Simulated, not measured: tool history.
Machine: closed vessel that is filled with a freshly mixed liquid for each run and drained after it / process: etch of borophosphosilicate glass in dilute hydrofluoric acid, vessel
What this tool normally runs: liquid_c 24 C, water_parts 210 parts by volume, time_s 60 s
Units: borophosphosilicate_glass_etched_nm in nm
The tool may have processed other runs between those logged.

run,day,liquid_c,water_parts,time_s,"read-back film thickness of the borophosphosilicate glass reference wafer, read on the same gauge (nm)",borophosphosilicate_glass_etched_nm
1,0,24,150,60,130,11.69
2,0.896,24,150,60,130.01,11.54
3,2.008,24,210,60,129.98,7.73
4,2.896,24,210,60,129.99,7.71
5,4.367,24,150,40,130.01,7.68
6,4.867,24,210,60,130.03,7.7
# day 5.229: thermometer replaced
7,6.262,24,210,60,129.99,7.59
# day 7.133: gauge calibrated
8,7.479,24,210,60,130.01,7.55
# day 8.546: hydrofluoric acid flow meter replaced
9,8.679,24,210,60,130.02,8.76
10,9.808,24,210,60,129.98,8.82
11,11.025,26,265,60,129.97,6.97
12,11.533,28.5,290,70,130,7.96
13,12.325,27.5,210,60,130,9.91
14,12.883,24,210,60,129.99,8.77
15,14.058,27.5,270,60,130,7.24

Run 16 has not been measured yet. What should we expect?
# day 14.929: gauge calibrated
16,15.104,22.5,210,80,?,?

{"run 16": {"read-back film thickness of the borophosphosilicate glass reference wafer, read on the same gauge (nm)": 129.97, "borophosphosilicate_glass_etched_nm": 11.09}}
Minus the tool's unlogged condition, the same run would have read borophosphosilicate_glass_etched_nm 11.54 nm.
